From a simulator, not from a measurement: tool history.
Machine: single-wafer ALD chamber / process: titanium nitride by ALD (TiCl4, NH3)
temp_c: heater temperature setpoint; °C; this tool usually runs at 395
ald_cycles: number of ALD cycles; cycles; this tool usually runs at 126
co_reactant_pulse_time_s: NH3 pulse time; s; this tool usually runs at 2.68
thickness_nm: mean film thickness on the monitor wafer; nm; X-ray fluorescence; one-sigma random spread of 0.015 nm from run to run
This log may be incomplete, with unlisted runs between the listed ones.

| run | hour | temp_c | ald_cycles | co_reactant_pulse_time_s | wafers since the last listed run | hours since the last thermocouple change | hours since the showerhead was replaced | hours since the gauge calibration | read-back reference wafer on the same gauge, thickness_nm | thickness_nm |
|---|---|---|---|---|---|---|---|---|---|---|
| 1 | 0.0 | 395 | 126 | 2.68 | 0 | 1414.8 | 3775.4 | 543.0 | 3.041 | 2.848 |
| 2 | 90.8 | 395 | 126 | 2.68 | 216 | 1505.6 | 3866.2 | 633.8 | 3.037 | 2.826 |
| 3 | 148.7 | 385 | 135 | 2.68 | 137 | 1563.5 | 3924.1 | 691.7 | 3.038 | 3.007 |
| 4 | 196.3 | 395 | 126 | 2.68 | 113 | 1611.1 | 3971.7 | 739.3 | 3.042 | 2.863 |
| 5 | 257.6 | 395 | 126 | 2.68 | 146 | 1672.4 | 4033.0 | 800.6 | 3.038 | 2.807 |
|  | 287.2 | gauge calibrated |
| 6 | 303.3 | 395 | 126 | 2.68 | 108 | 1718.1 | 4078.7 | 16.1 | 3.039 | 2.824 |
| 7 | 386.8 | 395 | 126 | 2.68 | 198 | 1801.6 | 4162.2 | 99.6 | 3.037 | 2.824 |
| 8 | 435.8 | 395 | 126 | 2.68 | 116 | 1850.6 | 4211.2 | 148.6 | 3.042 | 2.853 |
| 9 | 520.8 | 395 | 115 | 2.68 | 202 | 1935.6 | 4296.2 | 233.6 | 3.045 | 2.594 |
| 10 | 562.8 | 404 | 139 | 3.67 | 100 | 1977.6 | 4338.2 | 275.6 | 3.040 | 3.179 |
| 11 | 601.6 | 395 | 106 | 2.68 | 92 | 2016.4 | 4377.0 | 314.4 | 3.040 | 2.364 |
|  | 613.8 | thermocouple changed; heater temperature recalibrated |
| 12 | 668.3 | 395 | 106 | 2.68 | 139 | 54.5 | 4443.7 | 381.1 | 3.041 | 2.395 |
| 13 | 756.5 | 395 | 126 | 2.68 | 210 | 142.7 | 4531.9 | 469.3 | 3.039 | 2.847 |
|  | 845.6 | showerhead replaced |
| 14 | 864.0 | 381 | 115 | 3.37 | 237 | 250.2 | 18.4 | 576.8 | 3.038 | 2.587 |
|  | 1024.6 | gauge calibrated |
| 15 | 1187.5 | 395 | 115 | 3.31 | 770 | 573.7 | 341.9 | 162.9 | 3.037 | 2.604 |
| 16 | 1260.9 | 395 | 126 | 2.40 | 174 | 647.1 | 415.3 | 236.3 | 3.044 | 2.837 |
| 17 | 1319.5 | 395 | 139 | 2.68 | 139 | 705.7 | 473.9 | 294.9 | 3.041 | 3.145 |

Here are 3 independent what-if runs from the current tool condition. What would each one return?
| A | 1320.2 | 395 | 105 | 2.68 | 1 | 706.4 | 474.6 | 295.6 | ? | ? |
| B | 1320.2 | 406 | 142 | 3.24 | 1 | 706.4 | 474.6 | 295.6 | ? | ? |
| C | 1320.2 | 391 | 108 | 3.29 | 1 | 706.4 | 474.6 | 295.6 | ? | ? |

| run | read-back reference wafer on the same gauge, thickness_nm | thickness_nm |
|---|---|---|
| A | 3.044 | 2.370 |
| B | 3.044 | 3.235 |
| C | 3.044 | 2.445 |
What these runs would have given with no unlogged condition in the tool:
| run | thickness_nm |
|---|---|
| A | 2.370 |
| B | 3.235 |
| C | 2.445 |
